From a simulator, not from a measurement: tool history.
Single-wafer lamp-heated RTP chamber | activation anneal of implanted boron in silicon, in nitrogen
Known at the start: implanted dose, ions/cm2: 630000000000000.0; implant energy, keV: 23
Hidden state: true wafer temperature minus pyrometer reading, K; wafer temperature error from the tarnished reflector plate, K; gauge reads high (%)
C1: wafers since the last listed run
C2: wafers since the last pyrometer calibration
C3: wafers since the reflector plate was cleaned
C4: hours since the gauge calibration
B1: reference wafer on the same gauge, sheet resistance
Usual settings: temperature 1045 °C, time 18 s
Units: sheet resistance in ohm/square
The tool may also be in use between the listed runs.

Run 1, hour 0.0: usual settings; C1 0; C2 1379; C3 2030; C4 52.9; B1 186.06. Result: sheet resistance 174.49 ohm/square.
Run 2, hour 47.8: usual settings; C1 792; C2 2172; C3 2823; C4 100.7; B1 185.98. Result: sheet resistance 174.65 ohm/square.
Run 3, hour 97.4: usual settings; C1 822; C2 2995; C3 3646; C4 150.3; B1 185.98. Result: sheet resistance 174.48 ohm/square.
At hour 133.9: reflector plate cleaned.
At hour 229.1: pyrometer window cleaned and pyrometer calibrated.
Run 4, hour 282.6: usual settings; C1 2806; C2 887; C3 2334; C4 335.5; B1 185.96. Result: sheet resistance 174.33 ohm/square.
Run 5, hour 347.6: usual settings; C1 1078; C2 1965; C3 3412; C4 400.5; B1 186.00. Result: sheet resistance 174.32 ohm/square.
At hour 380.1: reflector plate cleaned.
Run 6, hour 400.1: usual settings; C1 738; C2 2703; C3 331; C4 453.0; B1 186.09. Result: sheet resistance 174.32 ohm/square.
Run 7, hour 426.2: usual settings; C1 432; C2 3136; C3 764; C4 479.1; B1 186.04. Result: sheet resistance 174.41 ohm/square.
Run 8, hour 479.2: usual settings but temperature 1025 °C, time 15 s; C1 879; C2 4015; C3 1643; C4 532.1; B1 186.00. Result: sheet resistance 176.72 ohm/square.
At hour 508.9: pyrometer window cleaned and pyrometer calibrated.
Run 9, hour 578.5: usual settings but temperature 1025 °C, time 15 s; C1 1514; C2 1154; C3 3157; C4 631.4; B1 186.12. Result: sheet resistance 176.40 ohm/square.
At hour 625.8: reflector plate cleaned.
Run 10, hour 637.1: usual settings but temperature 1064 °C; C1 839; C2 1994; C3 186; C4 690.0; B1 185.91. Result: sheet resistance 173.46 ohm/square.
Run 11, hour 662.9: usual settings but temperature 1064 °C; C1 427; C2 2422; C3 614; C4 715.8; B1 186.05. Result: sheet resistance 173.63 ohm/square.
Run 12, hour 720.9: usual settings; C1 962; C2 3384; C3 1576; C4 773.8; B1 186.09. Result: sheet resistance 174.18 ohm/square.
Run 13, hour 753.8: usual settings but temperature 1021 °C, time 24 s; C1 545; C2 3929; C3 2122; C4 806.7; B1 185.98. Result: sheet resistance 176.26 ohm/square.
Run 14, hour 799.0: usual settings but temperature 1032 °C, time 24 s; C1 749; C2 4679; C3 2872; C4 851.9; B1 186.00. Result: sheet resistance 174.70 ohm/square.
At hour 812.5: pyrometer window cleaned and pyrometer calibrated.
At hour 847.4: reflector plate cleaned.
Run 15, hour 847.9: usual settings; C1 545; C2 454; C3 8; C4 900.8; B1 185.99. Result: sheet resistance 173.97 ohm/square.
Run 16, hour 893.1: usual settings but temperature 1057 °C; C1 749; C2 1204; C3 758; C4 946.0; B1 185.85. Result: sheet resistance 173.61 ohm/square.
At hour 903.6: gauge calibrated.
Run 17, hour 941.3: usual settings but temperature 1069 °C, time 27 s; C1 799; C2 2004; C3 1557; C4 37.7; B1 186.00. Result: sheet resistance 172.07 ohm/square.
At hour 1098.2: reflector plate cleaned.
Run 18, hour 1098.7: usual settings but temperature 1057 °C, time 28 s; C1 2478; C2 4482; C3 7; C4 195.1; B1 186.07. Result: sheet resistance 172.49 ohm/square.
At hour 1107.9: pyrometer window cleaned and pyrometer calibrated.
Run 19, hour 1115.3: usual settings but time 13 s; C1 142; C2 123; C3 150; C4 211.7; B1 186.12. Result: sheet resistance 175.48 ohm/square.
Run 20, hour 1157.7: usual settings but temperature 1063 °C, time 25 s; C1 703; C2 826; C3 853; C4 254.1; B1 186.12. Result: sheet resistance 172.80 ohm/square.
Run 21, hour 1218.9: usual settings; C1 1015; C2 1841; C3 1868; C4 315.3; B1 186.01. Result: sheet resistance 174.19 ohm/square.
Run 22, hour 1261.3: usual settings but temperature 1022 °C, time 21 s; C1 703; C2 2545; C3 2572; C4 357.7; B1 185.93. Result: sheet resistance 175.87 ohm/square.

Forecast each of these 4 alternatives for the next run:
Run A, hour 1261.7: usual settings; C1 6; C2 2551; C3 2578; C4 358.1; B1 ?. Result: sheet resistance ?.
Run B, hour 1261.7: usual settings but temperature 1021 °C, time 11 s; C1 6; C2 2551; C3 2578; C4 358.1; B1 ?. Result: sheet resistance ?.
Run C, hour 1261.7: usual settings but temperature 1067 °C, time 28 s; C1 6; C2 2551; C3 2578; C4 358.1; B1 ?. Result: sheet resistance ?.
Run D, hour 1261.7: usual settings but temperature 1032 °C, time 12 s; C1 6; C2 2551; C3 2578; C4 358.1; B1 ?. Result: sheet resistance ?.

run      B1  sheet resistance
  A  185.91            174.26
  B  185.91            177.41
  C  185.91            171.99
  D  185.91            175.94
Without the tool's hidden state the same runs would have given:
run  sheet resistance
  A            174.26
  B            177.41
  C            171.99
  D            175.94
